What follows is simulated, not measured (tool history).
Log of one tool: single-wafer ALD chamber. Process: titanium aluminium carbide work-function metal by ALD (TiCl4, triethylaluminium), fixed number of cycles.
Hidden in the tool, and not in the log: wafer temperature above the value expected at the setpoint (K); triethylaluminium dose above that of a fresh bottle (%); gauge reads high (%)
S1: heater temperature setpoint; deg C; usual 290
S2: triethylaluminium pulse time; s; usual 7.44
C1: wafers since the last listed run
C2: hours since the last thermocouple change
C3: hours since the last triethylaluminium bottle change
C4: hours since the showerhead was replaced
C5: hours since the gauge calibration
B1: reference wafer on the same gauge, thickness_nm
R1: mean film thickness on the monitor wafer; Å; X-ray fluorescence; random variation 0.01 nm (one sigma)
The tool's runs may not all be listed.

run   hour   S1     S2   C1      C2      C3      C4     C5     B1     R1
  1      0  290   7.44    0  2855.7   987.1  5283.4  178.9  1.674   14.6
  2    9.8  290   7.44   67  2865.5   996.9  5293.2  188.7  1.671  14.49
  3   25.1  293   7.44  105  2880.8  1012.2  5308.5    204  1.671  14.64
  4   32.8  293   7.44   53  2888.5  1019.9  5316.2  211.7  1.673  14.72
  5     42  293   7.44   63  2897.7  1029.1  5325.4  220.9  1.669   14.5
  6   57.3  290   7.44  105    2913  1044.4  5340.7  236.2   1.67  14.25
  7   63.9  290   7.44   45  2919.6    1051  5347.3  242.8  1.676  14.22
  8   70.1  301   7.44   42  2925.8  1057.2  5353.5    249  1.664  14.99
  9   83.6  290   7.44   93  2939.3  1070.7    5367  262.5  1.675   14.3
 10   99.3  290   7.44  108    2955  1086.4  5382.7  278.2  1.671  14.06
     121.9  -- triethylaluminium bottle replaced
 11  122.4  290   7.44  104  2978.1     0.5  5405.8  301.3  1.666  17.26
 12  124.2  290   7.44   12  2979.9     2.3  5407.6  303.1  1.673  17.31
 13  138.4  290   7.44   98  2994.1    16.5  5421.8  317.3  1.672  17.35
 14  156.3  290   7.44  123    3012    34.4  5439.7  335.2  1.674  17.35
 15  171.3  282   6.46  103    3027    49.4  5454.7  350.2  1.672  15.59
     173.2  -- gauge calibrated
 16  179.1  290   9.29   53  3034.8    57.2  5462.5    5.9  1.665  18.22
 17  193.8  280   8.98  101  3049.5    71.9  5477.2   20.6   1.67  17.34
 18  202.4  303    5.9   59  3058.1    80.5  5485.8   29.2   1.67  15.96
     226.3  -- thermocouple changed; heater temperature recalibrated
 19  226.8  290   6.23  113     0.5   104.9  5510.2   53.6  1.667  15.57
 20  227.4  290   7.44    4     1.1   105.5  5510.8   54.2  1.672   17.4
 21  238.7  290   7.44   78    12.4   116.8  5522.1   65.5  1.669   17.1
     274.7  -- showerhead replaced
 22  288.8  290   7.44  291    62.5   166.9    14.1  115.6  1.668  16.99
 23  298.9  276   9.68   69    72.6     177    24.2  125.7  1.668  17.04
 24  330.3  296   5.86  217     104   208.4    55.6  157.1  1.668  14.96
 25  339.6  298   8.43   64   113.3   217.7    64.9  166.4  1.672  18.67
 26  350.6  301   7.44   76   124.3   228.7    75.9  177.4  1.674   17.8
 27    365  276  10.19   99   138.7   243.1    90.3  191.8  1.673  17.17
 28  378.7  301   4.82   94   152.4   256.8     104  205.5  1.666  11.88
 29  391.1  290   7.44   85   164.8   269.2   116.4  217.9  1.666  16.99

The same runs without the tool's hidden state, with the same run-to-run variation:
run     R1
  1   17.5
  2  17.42
  3  17.69
  4  17.83
  5  17.62
  6  17.41
  7  17.41
  8  18.39
  9  17.63
 10  17.43
 11  17.38
 12  17.44
 13   17.5
 14  17.53
 15  15.86
 16  18.33
 17  17.48
 18  16.39
 19  16.02
 20  17.72
 21  17.43
 22  17.41
 23  17.22
 24  15.77
 25  19.07
 26  18.38
 27  17.37
 28  12.98
 29  17.64
